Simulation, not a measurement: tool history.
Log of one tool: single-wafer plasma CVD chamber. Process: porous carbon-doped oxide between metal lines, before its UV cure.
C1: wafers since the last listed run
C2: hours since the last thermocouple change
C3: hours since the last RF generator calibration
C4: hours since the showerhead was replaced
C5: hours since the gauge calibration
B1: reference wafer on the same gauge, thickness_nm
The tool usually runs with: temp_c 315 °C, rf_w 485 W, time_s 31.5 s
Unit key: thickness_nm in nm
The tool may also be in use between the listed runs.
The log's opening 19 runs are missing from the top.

run 20 hour=243.2 | temp_c=315 rf_w=555 time_s=28.2 | C1=194 C2=1747.6 C3=77.3 C4=118.9 C5=25.0 | B1=194.968 | thickness_nm=168.024
run 21 hour=253.7 | temp_c=330 rf_w=485 time_s=31.5 | C1=242 C2=1758.1 C3=87.8 C4=129.4 C5=35.5 | B1=195.030 | thickness_nm=156.943
-- hour=271.8 thermocouple changed; heater temperature recalibrated
run 22 hour=272.3 | temp_c=315 rf_w=485 time_s=31.5 | C1=244 C2=0.5 C3=106.4 C4=148.0 C5=54.1 | B1=194.950 | thickness_nm=164.156
run 23 hour=278.1 | temp_c=315 rf_w=515 time_s=31.5 | C1=134 C2=6.3 C3=112.2 C4=153.8 C5=59.9 | B1=194.931 | thickness_nm=170.759
run 24 hour=287.7 | temp_c=315 rf_w=485 time_s=33.8 | C1=221 C2=15.9 C3=121.8 C4=163.4 C5=69.5 | B1=194.922 | thickness_nm=176.371
run 25 hour=298.3 | temp_c=315 rf_w=485 time_s=31.5 | C1=244 C2=26.5 C3=132.4 C4=174.0 C5=80.1 | B1=194.980 | thickness_nm=164.629
run 26 hour=314.1 | temp_c=315 rf_w=485 time_s=36.6 | C1=365 C2=42.3 C3=148.2 C4=189.8 C5=95.9 | B1=195.002 | thickness_nm=190.744
run 27 hour=321.8 | temp_c=302 rf_w=485 time_s=35.7 | C1=177 C2=50.0 C3=155.9 C4=197.5 C5=103.6 | B1=194.869 | thickness_nm=202.080
run 28 hour=331.3 | temp_c=330 rf_w=440 time_s=31.5 | C1=219 C2=59.5 C3=165.4 C4=207.0 C5=113.1 | B1=195.015 | thickness_nm=142.277
run 29 hour=347.0 | temp_c=330 rf_w=520 time_s=26.7 | C1=362 C2=75.2 C3=181.1 C4=222.7 C5=128.8 | B1=195.038 | thickness_nm=134.690
run 30 hour=363.9 | temp_c=315 rf_w=545 time_s=26.2 | C1=390 C2=92.1 C3=198.0 C4=239.6 C5=145.7 | B1=195.096 | thickness_nm=148.919
run 31 hour=375.9 | temp_c=323 rf_w=485 time_s=31.5 | C1=277 C2=104.1 C3=210.0 C4=251.6 C5=157.7 | B1=195.137 | thickness_nm=157.953

Alternative continuations, all from the tool just after run 31; predict every row:
run A hour=376.3 | temp_c=324 rf_w=485 time_s=31.5 | C1=9 C2=104.5 C3=210.4 C4=252.0 C5=158.1 | B1=? | thickness_nm=?
run B hour=376.3 | temp_c=322 rf_w=485 time_s=31.5 | C1=9 C2=104.5 C3=210.4 C4=252.0 C5=158.1 | B1=? | thickness_nm=?
run C hour=376.3 | temp_c=323 rf_w=515 time_s=31.5 | C1=9 C2=104.5 C3=210.4 C4=252.0 C5=158.1 | B1=? | thickness_nm=?

run=A B1=194.987 thickness_nm=157.000
run=B B1=194.987 thickness_nm=158.779
run=C B1=194.987 thickness_nm=164.017
Had the tool no hidden state, the same runs would have come out as:
run=A thickness_nm=156.077
run=B thickness_nm=157.837
run=C thickness_nm=163.047
